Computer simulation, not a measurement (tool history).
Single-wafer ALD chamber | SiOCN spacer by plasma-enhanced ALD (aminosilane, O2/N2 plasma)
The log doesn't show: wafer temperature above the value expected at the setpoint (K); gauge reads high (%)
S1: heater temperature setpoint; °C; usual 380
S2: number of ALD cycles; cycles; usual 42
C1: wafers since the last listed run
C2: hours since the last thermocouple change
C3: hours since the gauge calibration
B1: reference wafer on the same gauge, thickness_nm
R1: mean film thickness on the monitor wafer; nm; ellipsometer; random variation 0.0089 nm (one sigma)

Run 1, hour 0.0: usual settings; C1 0; C2 789.4; C3 958.7; B1 2.201. Result: R1 2.339 nm.
Run 2, hour 74.4: usual settings; C1 399; C2 863.8; C3 1033.1; B1 2.203. Result: R1 2.332 nm.
Run 3, hour 135.2: usual settings; C1 326; C2 924.6; C3 1093.9; B1 2.204. Result: R1 2.337 nm.
Run 4, hour 171.4: usual settings but S1 368 °C; C1 194; C2 960.8; C3 1130.1; B1 2.209. Result: R1 2.346 nm.
Run 5, hour 215.2: usual settings but S2 44 cycles; C1 235; C2 1004.6; C3 1173.9; B1 2.212. Result: R1 2.458 nm.
Run 6, hour 300.0: usual settings; C1 455; C2 1089.4; C3 1258.7; B1 2.214. Result: R1 2.359 nm.
Run 7, hour 407.9: usual settings; C1 579; C2 1197.3; C3 1366.6; B1 2.221. Result: R1 2.343 nm.
Run 8, hour 493.2: usual settings; C1 458; C2 1282.6; C3 1451.9; B1 2.225. Result: R1 2.369 nm.
Run 9, hour 585.3: usual settings; C1 494; C2 1374.7; C3 1544.0; B1 2.226. Result: R1 2.352 nm.
At hour 625.8: gauge calibrated.
Run 10, hour 684.7: usual settings but S2 47 cycles; C1 534; C2 1474.1; C3 58.9; B1 2.155. Result: R1 2.562 nm.
Run 11, hour 758.4: usual settings; C1 396; C2 1547.8; C3 132.6; B1 2.158. Result: R1 2.285 nm.
At hour 948.3: thermocouple changed; heater temperature recalibrated.
Run 12, hour 1080.4: usual settings but S2 50 cycles; C1 1687; C2 132.1; C3 454.6; B1 2.174. Result: R1 2.759 nm.
Run 13, hour 1361.9: usual settings but S1 386 °C; C1 1512; C2 413.6; C3 736.1; B1 2.190. Result: R1 2.318 nm.
Run 14, hour 1416.4: usual settings but S1 390 °C; C1 292; C2 468.1; C3 790.6; B1 2.193. Result: R1 2.330 nm.
Run 15, hour 1498.8: usual settings but S1 366 °C, S2 36 cycles; C1 442; C2 550.5; C3 873.0; B1 2.197. Result: R1 2.007 nm.
Run 16, hour 1589.4: usual settings but S1 368 °C, S2 46 cycles; C1 486; C2 641.1; C3 963.6; B1 2.201. Result: R1 2.551 nm.
Run 17, hour 1639.0: usual settings but S1 371 °C, S2 45 cycles; C1 266; C2 690.7; C3 1013.2; B1 2.204. Result: R1 2.496 nm.
Run 18, hour 1720.2: usual settings but S1 391 °C, S2 34 cycles; C1 436; C2 771.9; C3 1094.4; B1 2.208. Result: R1 1.908 nm.

Hidden state or all else? Some run-to-run changes of R1, split into what the settings, what came in and random variation would give without the hidden state, and what is left for the hidden state (with any gauge scatter that isn't in both results):
Run 9 -> 10: S2 42 -> 47, gauge calibrated. R1 +0.210 nm: hidden state -0.075, all else +0.285.
Run 17 -> 18: S1 371 -> 391, S2 45 -> 34. R1 -0.588 nm: hidden state -0.011, all else -0.577.
